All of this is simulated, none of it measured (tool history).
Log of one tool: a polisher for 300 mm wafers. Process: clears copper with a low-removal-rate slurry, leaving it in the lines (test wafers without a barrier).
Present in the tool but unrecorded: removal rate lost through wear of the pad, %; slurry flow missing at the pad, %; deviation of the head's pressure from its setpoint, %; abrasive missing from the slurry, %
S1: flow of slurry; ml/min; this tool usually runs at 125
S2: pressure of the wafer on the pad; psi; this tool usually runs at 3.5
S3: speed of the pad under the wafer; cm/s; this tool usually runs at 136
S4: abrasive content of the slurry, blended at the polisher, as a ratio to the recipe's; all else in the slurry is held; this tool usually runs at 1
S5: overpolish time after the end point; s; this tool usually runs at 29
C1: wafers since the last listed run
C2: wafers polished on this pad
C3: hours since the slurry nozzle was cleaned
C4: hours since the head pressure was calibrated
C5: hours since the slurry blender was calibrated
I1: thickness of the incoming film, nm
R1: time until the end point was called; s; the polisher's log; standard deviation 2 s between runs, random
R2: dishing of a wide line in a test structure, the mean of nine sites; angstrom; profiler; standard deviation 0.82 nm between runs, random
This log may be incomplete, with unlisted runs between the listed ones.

{"run": 1, "hour": 0.0, "S1": 125, "S2": 3.5, "S3": 136, "S4": 1, "S5": 29, "C1": 0, "C2": 1534, "C3": 396.4, "C4": 314.7, "C5": 102, "I1": 628.5, "R1": 120.3, "R2": 797}
{"hour": 69.1, "done": "worn pad replaced by a new one"}
{"hour": 238.8, "done": "slurry blender recalibrated"}
{"run": 2, "hour": 264.9, "S1": 125, "S2": 3.5, "S3": 136, "S4": 1, "S5": 29, "C1": 1457, "C2": 1091, "C3": 661.3, "C4": 579.6, "C5": 26.1, "I1": 611.2, "R1": 119.4, "R2": 803}
{"run": 3, "hour": 338.8, "S1": 125, "S2": 3.5, "S3": 136, "S4": 1, "S5": 29, "C1": 416, "C2": 1507, "C3": 735.2, "C4": 653.5, "C5": 100, "I1": 613, "R1": 119.2, "R2": 808}
{"hour": 372.7, "done": "slurry nozzle cleaned"}
{"hour": 400.7, "done": "worn pad replaced by a new one"}
{"run": 4, "hour": 426.9, "S1": 125, "S2": 3.5, "S3": 136, "S4": 1, "S5": 29, "C1": 467, "C2": 147, "C3": 54.2, "C4": 741.6, "C5": 188.1, "I1": 621.4, "R1": 117.9, "R2": 792}
{"run": 5, "hour": 466.6, "S1": 125, "S2": 3.5, "S3": 136, "S4": 1, "S5": 29, "C1": 223, "C2": 371, "C3": 93.9, "C4": 781.3, "C5": 227.8, "I1": 613.6, "R1": 121.9, "R2": 793}
{"run": 6, "hour": 566.6, "S1": 125, "S2": 3.5, "S3": 136, "S4": 1, "S5": 29, "C1": 563, "C2": 934, "C3": 193.9, "C4": 881.3, "C5": 327.8, "I1": 619.9, "R1": 122.6, "R2": 801}
{"hour": 581.5, "done": "slurry blender recalibrated"}
{"run": 7, "hour": 651.5, "S1": 125, "S2": 3.5, "S3": 136, "S4": 1, "S5": 29, "C1": 466, "C2": 1401, "C3": 278.8, "C4": 966.2, "C5": 70, "I1": 621.4, "R1": 118.5, "R2": 815}
{"hour": 715.0, "done": "head pressure recalibrated"}
{"hour": 715.9, "done": "worn pad replaced by a new one"}
{"run": 8, "hour": 718.1, "S1": 125, "S2": 3.5, "S3": 136, "S4": 1, "S5": 29, "C1": 358, "C2": 12, "C3": 345.4, "C4": 3.1, "C5": 136.6, "I1": 614.9, "R1": 119.4, "R2": 796}
{"run": 9, "hour": 806.7, "S1": 125, "S2": 3.5, "S3": 136, "S4": 1, "S5": 33, "C1": 498, "C2": 511, "C3": 434, "C4": 91.7, "C5": 225.2, "I1": 632.8, "R1": 120.8, "R2": 873}
{"hour": 867.7, "done": "slurry blender recalibrated"}
{"run": 10, "hour": 872.9, "S1": 125, "S2": 3.5, "S3": 136, "S4": 1, "S5": 33, "C1": 361, "C2": 872, "C3": 500.2, "C4": 157.9, "C5": 5.2, "I1": 624.5, "R1": 119.2, "R2": 882}
{"run": 11, "hour": 909.5, "S1": 125, "S2": 3.5, "S3": 136, "S4": 1, "S5": 29, "C1": 206, "C2": 1078, "C3": 536.8, "C4": 194.5, "C5": 41.8, "I1": 615.2, "R1": 117.7, "R2": 806}
{"run": 12, "hour": 1000.9, "S1": 125, "S2": 4.7, "S3": 154, "S4": 0.9, "S5": 38, "C1": 514, "C2": 1593, "C3": 628.2, "C4": 285.9, "C5": 133.2, "I1": 607.6, "R1": 78.4, "R2": 1231}
{"run": 13, "hour": 1059.4, "S1": 125, "S2": 3.5, "S3": 100, "S4": 0.9, "S5": 29, "C1": 329, "C2": 1922, "C3": 686.7, "C4": 344.4, "C5": 191.7, "I1": 611.9, "R1": 169.2, "R2": 625}
{"hour": 1065.4, "done": "worn pad replaced by a new one"}
{"run": 14, "hour": 1141.8, "S1": 125, "S2": 3.5, "S3": 136, "S4": 1.25, "S5": 29, "C1": 441, "C2": 430, "C3": 769.1, "C4": 426.8, "C5": 274.1, "I1": 615.1, "R1": 110.8, "R2": 844}
{"hour": 1165.2, "done": "slurry nozzle cleaned"}
{"run": 15, "hour": 1178.9, "S1": 150, "S2": 2.6, "S3": 168, "S4": 1, "S5": 29, "C1": 203, "C2": 633, "C3": 13.7, "C4": 463.9, "C5": 311.2, "I1": 617.7, "R1": 126, "R2": 735}
{"run": 16, "hour": 1215.4, "S1": 125, "S2": 3.5, "S3": 136, "S4": 1, "S5": 29, "C1": 205, "C2": 838, "C3": 50.2, "C4": 500.4, "C5": 347.7, "I1": 626.5, "R1": 122.2, "R2": 816}
{"hour": 1227.1, "done": "slurry blender recalibrated"}
{"run": 17, "hour": 1254.7, "S1": 125, "S2": 3.5, "S3": 158, "S4": 1, "S5": 14, "C1": 210, "C2": 1048, "C3": 89.5, "C4": 539.7, "C5": 27.6, "I1": 627.1, "R1": 102.1, "R2": 519}
{"run": 18, "hour": 1358.7, "S1": 125, "S2": 3.5, "S3": 136, "S4": 1.15, "S5": 29, "C1": 585, "C2": 1634, "C3": 193.5, "C4": 643.7, "C5": 131.6, "I1": 631.3, "R1": 116.6, "R2": 832}
{"run": 19, "hour": 1401.3, "S1": 125, "S2": 3.5, "S3": 110, "S4": 1, "S5": 23, "C1": 239, "C2": 1874, "C3": 236.1, "C4": 686.3, "C5": 174.2, "I1": 626.4, "R1": 147.9, "R2": 576}
{"hour": 1420.7, "done": "worn pad replaced by a new one"}
{"run": 20, "hour": 1484.0, "S1": 125, "S2": 3.5, "S3": 136, "S4": 1, "S5": 29, "C1": 443, "C2": 356, "C3": 318.8, "C4": 769, "C5": 256.9, "I1": 619.4, "R1": 119.1, "R2": 795}
{"run": 21, "hour": 1551.9, "S1": 80, "S2": 3.1, "S3": 174, "S4": 0.7, "S5": 29, "C1": 382, "C2": 738, "C3": 386.7, "C4": 836.9, "C5": 324.8, "I1": 624.8, "R1": 138.4, "R2": 719}

Below are 3 alternative next runs, each starting from the tool's condition after run 21. Predict each:
{"run": "A", "hour": 1552.4, "S1": 125, "S2": 3.5, "S3": 136, "S4": 1, "S5": 29, "C1": 2, "C2": 741, "C3": 387.2, "C4": 837.4, "C5": 325.3, "I1": 623.4, "R1": "?", "R2": "?"}
{"run": "B", "hour": 1552.4, "S1": 165, "S2": 2.4, "S3": 122, "S4": 1, "S5": 16, "C1": 2, "C2": 741, "C3": 387.2, "C4": 837.4, "C5": 325.3, "I1": 623.4, "R1": "?", "R2": "?"}
{"run": "C", "hour": 1552.4, "S1": 125, "S2": 2.9, "S3": 136, "S4": 1.2, "S5": 29, "C1": 2, "C2": 741, "C3": 387.2, "C4": 837.4, "C5": 325.3, "I1": 623.4, "R1": "?", "R2": "?"}

run=A R1=121.5 R2=810
run=B R1=187.1 R2=355
run=C R1=138.4 R2=723
Without the tool's hidden state the same runs would have given:
run=A R1=121.5 R2=810
run=B R1=187.1 R2=355
run=C R1=138.4 R2=723
